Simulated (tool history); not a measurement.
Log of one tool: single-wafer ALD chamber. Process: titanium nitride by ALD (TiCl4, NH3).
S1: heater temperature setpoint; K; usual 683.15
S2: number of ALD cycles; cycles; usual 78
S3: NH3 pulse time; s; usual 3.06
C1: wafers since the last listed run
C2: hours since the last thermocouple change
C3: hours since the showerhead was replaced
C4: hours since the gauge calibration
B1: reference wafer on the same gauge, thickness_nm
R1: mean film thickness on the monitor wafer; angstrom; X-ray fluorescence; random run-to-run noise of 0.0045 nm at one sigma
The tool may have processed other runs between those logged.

| run | hour | S1 | S2 | S3 | C1 | C2 | C3 | C4 | B1 | R1 |
|---|---|---|---|---|---|---|---|---|---|---|
| 1 | 0.0 | 683.15 | 78 | 3.06 | 0 | 1323.4 | 5533.0 | 482.4 | 1.749 | 18.43 |
| 2 | 64.9 | 683.15 | 78 | 3.06 | 222 | 1388.3 | 5597.9 | 547.3 | 1.750 | 18.44 |
| 3 | 128.8 | 683.15 | 78 | 2.24 | 218 | 1452.2 | 5661.8 | 611.2 | 1.751 | 18.38 |
| 4 | 173.4 | 683.15 | 78 | 3.06 | 152 | 1496.8 | 5706.4 | 655.8 | 1.750 | 18.43 |
| 5 | 207.2 | 683.15 | 78 | 3.06 | 115 | 1530.6 | 5740.2 | 689.6 | 1.750 | 18.42 |
|  | 257.4 | showerhead replaced |
| 6 | 269.3 | 683.15 | 78 | 3.06 | 185 | 1592.7 | 11.9 | 751.7 | 1.749 | 18.48 |
|  | 280.9 | thermocouple changed; heater temperature recalibrated |
| 7 | 328.5 | 683.15 | 78 | 3.06 | 175 | 47.6 | 71.1 | 810.9 | 1.749 | 18.42 |
| 8 | 359.3 | 683.15 | 78 | 3.06 | 105 | 78.4 | 101.9 | 841.7 | 1.750 | 18.53 |
| 9 | 397.5 | 683.15 | 78 | 3.06 | 130 | 116.6 | 140.1 | 879.9 | 1.751 | 18.41 |
| 10 | 428.3 | 683.15 | 78 | 3.06 | 105 | 147.4 | 170.9 | 910.7 | 1.750 | 18.45 |
| 11 | 464.3 | 683.15 | 78 | 3.06 | 123 | 183.4 | 206.9 | 946.7 | 1.751 | 18.45 |
| 12 | 497.0 | 683.15 | 78 | 3.06 | 111 | 216.1 | 239.6 | 979.4 | 1.750 | 18.42 |
| 13 | 562.7 | 674.15 | 73 | 2.22 | 224 | 281.8 | 305.3 | 1045.1 | 1.750 | 17.16 |
|  | 610.9 | gauge calibrated |
| 14 | 632.8 | 679.15 | 74 | 2.66 | 240 | 351.9 | 375.4 | 21.9 | 1.752 | 17.39 |
| 15 | 695.6 | 694.15 | 73 | 3.06 | 215 | 414.7 | 438.2 | 84.7 | 1.750 | 17.29 |
| 16 | 739.7 | 677.15 | 66 | 2.73 | 150 | 458.8 | 482.3 | 128.8 | 1.749 | 15.65 |
| 17 | 786.4 | 676.15 | 68 | 2.69 | 159 | 505.5 | 529.0 | 175.5 | 1.750 | 16.01 |
| 18 | 817.5 | 696.15 | 68 | 3.52 | 106 | 536.6 | 560.1 | 206.6 | 1.748 | 16.13 |
| 19 | 851.8 | 674.15 | 78 | 4.18 | 117 | 570.9 | 594.4 | 240.9 | 1.751 | 18.57 |

Alternative continuations, all from the tool just after run 19; predict every row:
| A | 852.4 | 683.15 | 78 | 3.53 | 2 | 571.5 | 595.0 | 241.5 | ? | ? |
| B | 852.4 | 683.15 | 73 | 3.06 | 2 | 571.5 | 595.0 | 241.5 | ? | ? |
| C | 852.4 | 697.15 | 78 | 2.29 | 2 | 571.5 | 595.0 | 241.5 | ? | ? |

| run | B1 | R1 |
|---|---|---|
| A | 1.749 | 18.47 |
| B | 1.749 | 17.24 |
| C | 1.749 | 18.40 |
With no hidden state in the tool, these same runs would have given:
| run | R1 |
|---|---|
| A | 18.47 |
| B | 17.24 |
| C | 18.40 |
